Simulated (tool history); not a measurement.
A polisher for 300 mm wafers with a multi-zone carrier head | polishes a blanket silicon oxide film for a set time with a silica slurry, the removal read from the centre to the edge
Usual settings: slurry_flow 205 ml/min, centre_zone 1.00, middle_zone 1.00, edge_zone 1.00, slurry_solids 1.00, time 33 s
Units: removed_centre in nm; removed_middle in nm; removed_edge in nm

run,day,slurry_flow,centre_zone,middle_zone,edge_zone,slurry_solids,time,wafers since the last listed run,wafers polished on this pad,hours since the slurry nozzle was cleaned,hours since the centre zone pressure was calibrated,hours since the edge zone pressure was calibrated,hours since the carrier head's membrane was replaced,"incoming thickness of the incoming film, nm",removed_centre,removed_middle,removed_edge
1,0.000,205,1.00,1.00,1.09,1.00,33,0,383,229.1,501.7,324.5,24.7,1135.2,105.7,106.0,109.6
# day 0.950: edge zone pressure recalibrated
2,1.179,205,0.94,1.00,1.00,1.00,33,228,612,257.4,530.0,5.5,53.0,1138.1,98.6,103.6,103.3
# day 3.158: slurry nozzle cleaned
# day 3.658: worn pad replaced by a new one
3,3.829,205,1.00,1.00,1.00,1.00,33,510,36,16.1,593.6,69.1,116.6,1125.9,111.1,111.9,108.6
4,6.538,205,1.00,1.00,1.00,1.00,33,565,601,81.1,658.6,134.1,181.6,1129.2,110.4,110.0,106.1
# day 8.238: worn pad replaced by a new one
5,9.308,205,1.00,1.00,1.00,1.00,33,544,223,147.6,725.1,200.6,248.1,1128.7,107.6,107.2,106.9
6,10.417,205,1.00,1.00,1.08,1.00,33,231,455,174.2,751.7,227.2,274.7,1118.8,108.1,107.6,109.4
7,11.812,205,1.00,1.00,1.08,1.00,33,291,746,207.7,785.2,260.7,308.2,1149.3,105.7,105.7,108.3
8,12.938,255,1.00,0.89,1.00,1.20,33,235,981,234.7,812.2,287.7,335.2,1128.6,122.1,109.6,119.8
# day 13.512: slurry nozzle cleaned
# day 13.554: worn pad replaced by a new one
# day 14.000: centre zone pressure recalibrated
9,14.308,165,1.00,1.10,1.00,0.80,44,251,140,19.1,7.4,320.6,368.1,1143.8,121.7,132.7,120.7
# day 15.917: edge zone pressure recalibrated
10,16.171,205,1.00,1.04,1.00,1.20,33,371,511,63.8,52.1,6.1,412.8,1113.2,121.4,124.8,118.7
# day 17.996: carrier head's membrane replaced by a new one
# day 18.067: worn pad replaced by a new one
11,18.712,205,1.00,1.00,1.00,1.00,33,472,135,124.8,113.1,67.1,17.2,1115.6,109.2,108.1,105.2
12,21.533,205,1.00,1.00,1.08,1.00,33,589,724,192.5,180.8,134.8,84.9,1106.5,105.1,105.7,108.7
13,22.717,205,1.00,0.89,0.94,1.15,42,247,971,220.9,209.2,163.2,113.3,1138.3,146.7,132.0,139.5
# day 23.475: worn pad replaced by a new one
14,25.679,235,0.93,1.06,1.00,1.00,33,584,460,292.0,280.3,234.3,184.4,1119.8,97.7,111.6,104.2

5 ways to go on from here, each from the tool as it stands after run 14. What would each give?
A,25.696,205,1.00,1.11,1.00,1.00,33,3,463,292.4,280.7,234.7,184.8,1125.1,?,?,?
B,25.696,205,1.00,1.06,1.08,1.00,33,3,463,292.4,280.7,234.7,184.8,1125.1,?,?,?
C,25.696,165,1.00,1.00,1.00,0.85,26,3,463,292.4,280.7,234.7,184.8,1125.1,?,?,?
D,25.696,205,1.00,1.00,1.00,1.20,33,3,463,292.4,280.7,234.7,184.8,1125.1,?,?,?
E,25.696,235,1.00,1.03,0.88,1.00,33,3,463,292.4,280.7,234.7,184.8,1125.1,?,?,?

run,removed_centre,removed_middle,removed_edge
A,101.0,111.0,101.8
B,101.0,106.7,105.6
C,66.5,67.5,69.1
D,111.6,112.4,112.8
E,104.6,107.5,98.4
Without the tool's hidden state the same runs would have given:
run,removed_centre,removed_middle,removed_edge
A,111.7,121.4,108.5
B,111.6,116.7,112.6
C,75.6,75.6,74.7
D,123.4,122.9,120.3
E,114.0,116.1,104.1

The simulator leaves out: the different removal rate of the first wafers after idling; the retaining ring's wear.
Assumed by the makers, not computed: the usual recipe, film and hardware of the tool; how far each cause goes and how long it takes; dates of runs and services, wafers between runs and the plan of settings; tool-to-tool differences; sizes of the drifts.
